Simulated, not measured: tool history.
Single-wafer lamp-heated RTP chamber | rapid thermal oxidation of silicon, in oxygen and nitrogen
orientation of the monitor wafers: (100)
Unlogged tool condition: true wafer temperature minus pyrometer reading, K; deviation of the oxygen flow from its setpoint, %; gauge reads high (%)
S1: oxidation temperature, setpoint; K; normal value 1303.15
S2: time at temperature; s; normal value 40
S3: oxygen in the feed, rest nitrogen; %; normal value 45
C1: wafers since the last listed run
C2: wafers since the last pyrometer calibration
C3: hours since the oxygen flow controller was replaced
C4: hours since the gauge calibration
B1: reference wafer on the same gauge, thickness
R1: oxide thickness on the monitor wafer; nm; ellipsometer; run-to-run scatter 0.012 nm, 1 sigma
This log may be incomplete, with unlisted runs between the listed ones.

| run | day | S1 | S2 | S3 | C1 | C2 | C3 | C4 | B1 | R1 |
|---|---|---|---|---|---|---|---|---|---|---|
| 1 | 0 | 1322.15 | 40 | 45 | 0 | 139 | 6058.8 | 146.6 | 4.322 | 5.468 |
| 2 | 0.671 | 1322.15 | 40 | 45 | 179 | 318 | 6074.9 | 162.7 | 4.322 | 5.501 |
| 3 | 1.029 | 1322.15 | 40 | 45 | 95 | 414 | 6083.5 | 171.3 | 4.321 | 5.474 |
| 4 | 1.5 | 1303.15 | 40 | 45 | 126 | 540 | 6094.8 | 182.6 | 4.319 | 4.84 |
| 5 | 1.792 | 1303.15 | 40 | 45 | 78 | 619 | 6101.8 | 189.6 | 4.32 | 4.827 |
| 6 | 2.096 | 1303.15 | 40 | 45 | 81 | 700 | 6109.1 | 196.9 | 4.32 | 4.837 |
| 7 | 4.325 | 1287.15 | 40 | 45 | 597 | 1297 | 6162.6 | 250.4 | 4.322 | 4.373 |
| 8 | 4.638 | 1287.15 | 40 | 45 | 83 | 1381 | 6170.1 | 257.9 | 4.32 | 4.385 |
| 9 | 5.033 | 1286.15 | 25 | 45 | 106 | 1487 | 6179.6 | 267.4 | 4.323 | 3.637 |
| 10 | 5.762 | 1303.15 | 40 | 45 | 195 | 1682 | 6197.1 | 284.9 | 4.319 | 4.876 |
|  | 6.333 | oxygen flow controller replaced |
| 11 | 6.354 | 1303.15 | 40 | 45 | 69 | 1751 | 0.5 | 299.1 | 4.32 | 4.856 |
| 12 | 6.746 | 1303.15 | 40 | 45 | 104 | 1856 | 9.9 | 308.5 | 4.321 | 4.869 |
| 13 | 7.288 | 1294.15 | 34 | 45 | 145 | 2002 | 22.9 | 321.5 | 4.318 | 4.289 |
| 14 | 7.912 | 1294.15 | 34 | 45 | 167 | 2169 | 37.9 | 336.5 | 4.319 | 4.299 |
|  | 8.346 | pyrometer window cleaned and pyrometer calibrated |
| 15 | 8.546 | 1294.15 | 34 | 45 | 80 | 53 | 53.1 | 351.7 | 4.32 | 4.32 |
| 16 | 9.142 | 1283.15 | 40 | 58 | 159 | 212 | 67.4 | 366 | 4.32 | 4.65 |
|  | 9.496 | gauge calibrated |
| 17 | 9.625 | 1319.15 | 59 | 45 | 129 | 342 | 79 | 3.1 | 4.318 | 6.471 |
| 18 | 9.958 | 1303.15 | 40 | 45 | 89 | 431 | 87 | 11.1 | 4.32 | 4.92 |
| 19 | 10.612 | 1303.15 | 52 | 45 | 175 | 607 | 102.7 | 26.8 | 4.318 | 5.488 |
|  | 11.629 | pyrometer window cleaned and pyrometer calibrated, repeated, since the last time left the tool worse |
| 20 | 11.65 | 1303.15 | 40 | 45 | 188 | 5 | 127.6 | 51.7 | 4.319 | 4.82 |
| 21 | 12.008 | 1313.15 | 52 | 22 | 95 | 101 | 136.2 | 60.3 | 4.316 | 4.567 |
| 22 | 12.575 | 1275.15 | 40 | 45 | 151 | 253 | 149.8 | 73.9 | 4.318 | 4.031 |
| 23 | 13.004 | 1313.15 | 51 | 72 | 114 | 367 | 160.1 | 84.2 | 4.319 | 6.77 |
| 24 | 13.483 | 1276.15 | 30 | 70 | 128 | 496 | 171.6 | 95.7 | 4.324 | 4.166 |
| 25 | 14.054 | 1303.15 | 40 | 45 | 152 | 649 | 185.3 | 109.4 | 4.322 | 4.846 |
| 26 | 14.438 | 1303.15 | 40 | 45 | 102 | 751 | 194.5 | 118.6 | 4.317 | 4.831 |
| 27 | 14.712 | 1319.15 | 21 | 45 | 73 | 825 | 201.1 | 125.2 | 4.322 | 4.176 |
| 28 | 15.254 | 1303.15 | 40 | 45 | 145 | 970 | 214.1 | 138.2 | 4.321 | 4.849 |
| 29 | 15.804 | 1303.15 | 26 | 34 | 147 | 1118 | 227.3 | 151.4 | 4.323 | 3.769 |
| 30 | 16.475 | 1303.15 | 40 | 45 | 179 | 1297 | 243.4 | 167.5 | 4.324 | 4.867 |

For some of the steps in R1 from one run to the next: how much would appear even if the tool had no hidden state, given the settings, what came in and random variation, and how much remains for the hidden state plus any gauge scatter that the measured result and the result without hidden state don't share?
Run 14 -> 15: pyrometer window cleaned and pyrometer calibrated. R1 +0.021 nm: hidden state +0.029, all else -0.008.
Run 16 -> 17: S1 1283.15 -> 1319.15, S2 40 -> 59, S3 58 -> 45, gauge calibrated. R1 +1.821 nm: hidden state +0.035, all else +1.786.
Run 19 -> 20: S2 52 -> 40, pyrometer window cleaned and pyrometer calibrated, repeated, since the last time left the tool worse. R1 -0.668 nm: hidden state -0.097, all else -0.571.
Run 22 -> 23: S1 1275.15 -> 1313.15, S2 40 -> 51, S3 45 -> 72. R1 +2.739 nm: hidden state +0.012, all else +2.727.
Run 23 -> 24: S1 1313.15 -> 1276.15, S2 51 -> 30, S3 72 -> 70. R1 -2.604 nm: hidden state -0.007, all else -2.597.
